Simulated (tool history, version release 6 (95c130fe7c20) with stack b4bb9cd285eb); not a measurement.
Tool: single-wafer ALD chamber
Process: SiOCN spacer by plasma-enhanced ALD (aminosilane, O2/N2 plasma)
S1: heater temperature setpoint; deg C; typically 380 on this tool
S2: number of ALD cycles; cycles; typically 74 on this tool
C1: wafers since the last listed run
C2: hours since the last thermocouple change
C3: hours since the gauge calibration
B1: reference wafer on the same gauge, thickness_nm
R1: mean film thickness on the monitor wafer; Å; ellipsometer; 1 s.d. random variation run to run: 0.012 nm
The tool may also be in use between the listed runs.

run	day	S1	S2	C1	C2	C3	B1	R1
1	0.000	375	64	0	1636.6	1256.0	5.595	43.94
2	3.308	380	74	186	1716.0	1335.4	5.601	50.58
3	7.192	380	74	218	1809.2	1428.6	5.602	50.56
4	8.967	380	74	99	1851.8	1471.2	5.604	50.66
5	11.721	380	85	155	1917.9	1537.3	5.607	58.31
6	13.458	380	85	97	1959.6	1579.0	5.608	58.23
7	16.688	380	85	181	2037.1	1656.5	5.609	58.37
8	21.021	380	74	243	2141.1	1760.5	5.613	50.57
9	23.808	380	74	156	2208.0	1827.4	5.615	50.72
10	26.096	380	74	128	2262.9	1882.3	5.613	50.66
11	27.854	380	74	99	2305.1	1924.5	5.614	50.72
12	31.258	380	74	191	2386.8	2006.2	5.611	50.88
13	34.067	369	74	158	2454.2	2073.6	5.614	50.65
# day 35.271: gauge calibrated
14	35.958	369	74	106	2499.6	16.5	5.488	49.59
15	38.729	380	74	156	2566.1	83.0	5.503	49.75
16	40.288	375	82	87	2603.5	120.4	5.507	55.20
17	42.242	380	82	110	2650.4	167.3	5.517	55.30
18	45.338	372	80	174	2724.7	241.6	5.534	54.15
19	47.746	384	66	135	2782.5	299.4	5.539	44.64
20	51.058	380	74	186	2862.0	378.9	5.548	50.43
# day 51.750: thermocouple changed; heater temperature recalibrated
21	53.600	380	80	124	44.4	439.9	5.557	54.24
22	57.258	387	74	205	132.2	527.7	5.565	50.54
23	59.158	380	74	106	177.8	573.3	5.570	50.41
24	62.942	380	74	213	268.6	664.1	5.578	50.75
25	66.908	380	74	223	363.8	759.3	5.585	50.40
26	69.017	372	74	118	414.4	809.9	5.591	50.80
27	72.517	390	68	197	498.4	893.9	5.602	46.54
28	74.250	370	74	97	540.0	935.5	5.598	50.68
29	77.579	380	74	187	619.9	1015.4	5.598	50.70

What differs in the tool's unlogged condition from the final listed run ahead of each entry between runs to the first listed run following it?
Runs 13 to 14: gauge calibrated (day 35.271)
  gauge reads high (%): 2.43 -> 0.108
  measured less the result without the state, R1: +1.20 -> +0.05 Å
Runs 20 to 21: thermocouple changed; heater temperature recalibrated (day 51.750)
  gauge reads high (%): 1.24 -> 1.38
  measured less the result without the state, R1: +0.62 -> +0.74 Å
